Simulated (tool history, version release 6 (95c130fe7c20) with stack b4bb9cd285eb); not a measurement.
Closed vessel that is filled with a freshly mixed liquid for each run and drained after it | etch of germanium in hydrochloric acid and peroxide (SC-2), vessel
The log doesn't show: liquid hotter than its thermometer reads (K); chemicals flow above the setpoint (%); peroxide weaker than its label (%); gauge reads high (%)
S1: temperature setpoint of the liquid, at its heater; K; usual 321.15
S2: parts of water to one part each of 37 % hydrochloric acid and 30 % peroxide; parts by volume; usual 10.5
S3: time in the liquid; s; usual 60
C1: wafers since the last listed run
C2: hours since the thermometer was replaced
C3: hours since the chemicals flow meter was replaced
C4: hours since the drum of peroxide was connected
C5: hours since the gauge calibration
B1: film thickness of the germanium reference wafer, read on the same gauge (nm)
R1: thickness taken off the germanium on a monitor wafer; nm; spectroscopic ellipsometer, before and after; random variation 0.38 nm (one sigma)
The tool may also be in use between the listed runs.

run    hour      S1    S2  S3     C1      C2      C3      C4      C5      B1      R1
  1       0  321.15     7  60      0  1691.1  1050.9   625.9     845  129.97  189.18
  2    37.9  321.15  10.5  60   3276    1729  1088.8   663.8   882.9  130.03  184.44
  3   116.8  321.15  10.5  85   6820  1807.9  1167.7   742.7   961.8  130.03  260.85
  4   214.9  321.15  10.5  60   8479    1906  1265.8   840.8  1059.9     130  184.68
  5   268.4  321.15  10.5  60   4624  1959.5  1319.3   894.3  1113.4     130  184.86
  6   322.3  321.15  10.5  60   4659  2013.4  1373.2   948.2  1167.3  130.03  185.17
      359.8  -- new drum of peroxide connected
  7   405.6  321.15  10.5  60   7114  2096.7  1456.5    45.8  1250.6  130.03     186
  8   500.7  321.15  13.5  85   8220  2191.8  1551.6   140.9  1345.7     130   256.3
  9   585.5  321.15  13.5  85   7330  2276.6  1636.4   225.7  1430.5  130.01  256.16
      660.9  -- chemicals flow meter replaced
 10   692.1  321.15  13.5  85   9128  2383.2    31.2   332.3  1537.1     130  254.62
      762.1  -- thermometer replaced
 11   795.2  321.15  10.5  60   8825    33.1   134.3   435.4  1640.2  129.99  181.62
 12   849.1  321.15  10.5  60   4659      87   188.2   489.3  1694.1  130.01  181.27
 13  1131.7  321.15  10.5  80  24428   369.6   470.8   771.9  1976.7  129.98  241.97
 14  1213.3  311.65  13.5  30   7053   451.2   552.4   853.5  2058.3  129.98   65.03
 15  1271.7  321.15  10.5  60   5048   509.6   610.8   911.9  2116.7  129.99  181.34
 16  1308.7  313.65    13  45   3198   546.6   647.8   948.9  2153.7     130  104.68
 17  1374.9  317.65  10.5  35   5722   612.8     714  1015.1  2219.9  130.02   94.77
     1377.1  -- gauge calibrated
 18  1451.1  321.15  10.5  60   6586     689   790.2  1091.3      74  129.97  182.76
     1454.8  -- new drum of peroxide connected
 19  1554.2  321.15  10.5  60   8825   792.1   893.3    99.4   177.1  130.01  182.96
 20  1598.1  321.15   6.5  60   3794     836   937.2   143.3     221  129.99  188.91
 21  1653.4  321.15  10.5  60   4780   891.3   992.5   198.6   276.3     130  182.93
 22    1692  321.15  10.5  50   3336   929.9  1031.1   237.2   314.9  130.01  152.97
 23  1770.1  321.15  10.5  60   6751    1008  1109.2   315.3     393  129.98   183.1
 24  1814.8  316.65  10.5  30   3863  1052.7  1153.9     360   437.7  130.03   79.12
 25  1904.3  329.65  10.5  60   7736  1142.2  1243.4   449.5   527.2  130.03  238.59

3 ways to go on from here, each from the tool as it stands after run 25. What would each give?
  A  1905  321.15  15.5  60  60  1142.9  1244.1  450.2  527.9   ?   ?
  B  1905  316.65     8  85  60  1142.9  1244.1  450.2  527.9   ?   ?
  C  1905  330.15    12  50  60  1142.9  1244.1  450.2  527.9   ?   ?

run      B1      R1
  A  129.98  176.25
  B  129.98  229.66
  C  129.98  199.76
Without the tool's hidden state the same runs would have given:
run      R1
  A  171.95
  B  225.66
  C  195.39
